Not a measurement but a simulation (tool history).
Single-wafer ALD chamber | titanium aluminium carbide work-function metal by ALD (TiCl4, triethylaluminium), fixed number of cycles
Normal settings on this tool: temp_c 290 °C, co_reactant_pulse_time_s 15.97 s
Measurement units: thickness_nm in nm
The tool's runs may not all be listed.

run,hour,temp_c,co_reactant_pulse_time_s,"read-back reference wafer on the same gauge, thickness_nm",thickness_nm
1,0,290,13.9,1.848,1.729
2,80,290,13.97,1.853,1.723
3,176.3,290,13.97,1.85,1.715
# hour 193.5: triethylaluminium bottle replaced
4,282.5,290,13.97,1.849,1.782
5,375.7,296,11.82,1.851,1.797
6,469.8,296,11.82,1.849,1.768
7,576.5,281,15.97,1.848,1.722
8,637.3,281,15.97,1.849,1.702
# hour 655.6: showerhead replaced
9,679.6,281,15.97,1.849,1.686
10,717.3,290,15.97,1.85,1.76
11,823.6,290,15.97,1.85,1.765
# hour 919.3: thermocouple changed; heater temperature recalibrated
12,923,285,22.14,1.849,1.758
13,969,303,18.06,1.851,1.883
# hour 1026.9: gauge calibrated
14,1047.1,277,10.76,1.851,1.537
# hour 1111.4: triethylaluminium bottle replaced
15,1114.4,290,15.97,1.85,1.803
16,1215.1,290,15.97,1.851,1.803
17,1257.8,295,11.13,1.849,1.76

The next listed run, before its measurement:
18,1311.6,299,12.33,?,?

{"run 18": {"read-back reference wafer on the same gauge, thickness_nm": 1.849, "thickness_nm": 1.807}}
Had the tool carried no hidden state, the very same run would have given thickness_nm 1.84 nm.
